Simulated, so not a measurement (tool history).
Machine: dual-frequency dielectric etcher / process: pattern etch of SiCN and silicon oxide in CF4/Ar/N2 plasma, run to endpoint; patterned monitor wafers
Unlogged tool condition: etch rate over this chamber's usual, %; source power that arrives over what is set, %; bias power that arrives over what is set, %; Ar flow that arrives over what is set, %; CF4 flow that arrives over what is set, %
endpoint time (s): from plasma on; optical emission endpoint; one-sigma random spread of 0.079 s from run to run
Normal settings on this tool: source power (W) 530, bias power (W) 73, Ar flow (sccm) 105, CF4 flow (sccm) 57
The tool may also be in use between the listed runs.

| run | hour | source power (W) | bias power (W) | Ar flow (sccm) | CF4 flow (sccm) | wafers since the last listed run | hours since the last wet clean | hours since the last source power generator calibration | hours since the last bias power generator calibration | hours since the last Ar flow controller change | hours since the last CF4 flow controller change | hours since the last upper electrode change | incoming incoming film thickness, nm | endpoint time (s) |
|---|---|---|---|---|---|---|---|---|---|---|---|---|---|---|
| 1 | 0 | 460 | 73 | 105 | 57 | 0 | 52.1 | 3356.2 | 1031.7 | 3773.4 | 3017.7 | 2539.9 | 9.64 | 10.4 |
| 2 | 20.3 | 460 | 73 | 105 | 57 | 237 | 72.4 | 3376.5 | 1052 | 3793.7 | 3038 | 2560.2 | 9.68 | 10.3 |
| 3 | 43.1 | 530 | 82 | 105 | 57 | 266 | 95.2 | 3399.3 | 1074.8 | 3816.5 | 3060.8 | 2583 | 9.76 | 8.7 |
| 4 | 56.3 | 530 | 73 | 96 | 57 | 154 | 108.4 | 3412.5 | 1088 | 3829.7 | 3074 | 2596.2 | 9.72 | 8.8 |
| 5 | 92 | 530 | 73 | 96 | 57 | 417 | 144.1 | 3448.2 | 1123.7 | 3865.4 | 3109.7 | 2631.9 | 9.77 | 8.9 |
|  | 106 | Ar flow controller replaced |
|  | 115.2 | CF4 flow controller replaced |
| 6 | 147.9 | 530 | 73 | 96 | 57 | 513 | 200 | 3504.1 | 1179.6 | 41.9 | 32.7 | 2687.8 | 9.67 | 8.9 |
| 7 | 160.5 | 530 | 73 | 105 | 57 | 147 | 212.6 | 3516.7 | 1192.2 | 54.5 | 45.3 | 2700.4 | 9.69 | 9.1 |
| 8 | 185.9 | 460 | 73 | 99 | 57 | 296 | 238 | 3542.1 | 1217.6 | 79.9 | 70.7 | 2725.8 | 9.61 | 9.9 |
|  | 210.2 | upper electrode replaced |
| 9 | 210.7 | 430 | 81 | 90 | 66 | 9 | 262.8 | 3566.9 | 1242.4 | 104.7 | 95.5 | 0.5 | 9.73 | 10 |
| 10 | 246.3 | 530 | 87 | 105 | 46 | 416 | 298.4 | 3602.5 | 1278 | 140.3 | 131.1 | 36.1 | 9.68 | 8.5 |
| 11 | 275.6 | 530 | 73 | 105 | 57 | 342 | 327.7 | 3631.8 | 1307.3 | 169.6 | 160.4 | 65.4 | 9.62 | 8.8 |
| 12 | 306.6 | 530 | 68 | 93 | 57 | 362 | 358.7 | 3662.8 | 1338.3 | 200.6 | 191.4 | 96.4 | 9.64 | 8.8 |
| 13 | 320.3 | 530 | 73 | 105 | 47 | 160 | 372.4 | 3676.5 | 1352 | 214.3 | 205.1 | 110.1 | 9.64 | 8.9 |
|  | 325.6 | source power generator calibrated |
| 14 | 341.6 | 530 | 73 | 105 | 57 | 202 | 393.7 | 16 | 1373.3 | 235.6 | 226.4 | 131.4 | 9.68 | 8.7 |
| 15 | 366.7 | 530 | 62 | 125 | 53 | 293 | 418.8 | 41.1 | 1398.4 | 260.7 | 251.5 | 156.5 | 9.74 | 9.6 |
| 16 | 391.6 | 530 | 73 | 105 | 67 | 291 | 443.7 | 66 | 1423.3 | 285.6 | 276.4 | 181.4 | 9.73 | 8.6 |
|  | 406.5 | bias power generator calibrated |
|  | 452 | wet clean of the chamber |
| 17 | 476.7 | 410 | 73 | 130 | 65 | 667 | 24.7 | 151.1 | 70.2 | 370.7 | 361.5 | 266.5 | 9.71 | 11.4 |
| 18 | 506.2 | 530 | 73 | 105 | 51 | 344 | 54.2 | 180.6 | 99.7 | 400.2 | 391 | 296 | 9.65 | 9.2 |
| 19 | 540 | 530 | 68 | 93 | 57 | 395 | 88 | 214.4 | 133.5 | 434 | 424.8 | 329.8 | 9.66 | 9.1 |
| 20 | 559.7 | 530 | 73 | 81 | 57 | 230 | 107.7 | 234.1 | 153.2 | 453.7 | 444.5 | 349.5 | 9.76 | 8.8 |
| 21 | 576.6 | 640 | 73 | 115 | 57 | 197 | 124.6 | 251 | 170.1 | 470.6 | 461.4 | 366.4 | 9.64 | 7.7 |
| 22 | 604.9 | 530 | 73 | 124 | 69 | 330 | 152.9 | 279.3 | 198.4 | 498.9 | 489.7 | 394.7 | 9.72 | 9.1 |
| 23 | 626.5 | 530 | 73 | 84 | 50 | 252 | 174.5 | 300.9 | 220 | 520.5 | 511.3 | 416.3 | 9.77 | 8.8 |

Measured less the same run without the tool's hidden state. The same run-to-run variation is in both; the gauge's scatter may not be:
| run | endpoint time (s) |
|---|---|
| 1 | -0.1 |
| 2 | -0.1 |
| 3 | -0.2 |
| 4 | -0.2 |
| 5 | -0.2 |
| 6 | -0.2 |
| 7 | -0.3 |
| 8 | -0.3 |
| 9 | -0.3 |
| 10 | -0.3 |
| 11 | -0.3 |
| 12 | -0.4 |
| 13 | -0.4 |
| 14 | -0.4 |
| 15 | -0.5 |
| 16 | -0.5 |
| 17 | -0.1 |
| 18 | -0.1 |
| 19 | -0.1 |
| 20 | -0.2 |
| 21 | -0.1 |
| 22 | -0.2 |
| 23 | -0.2 |
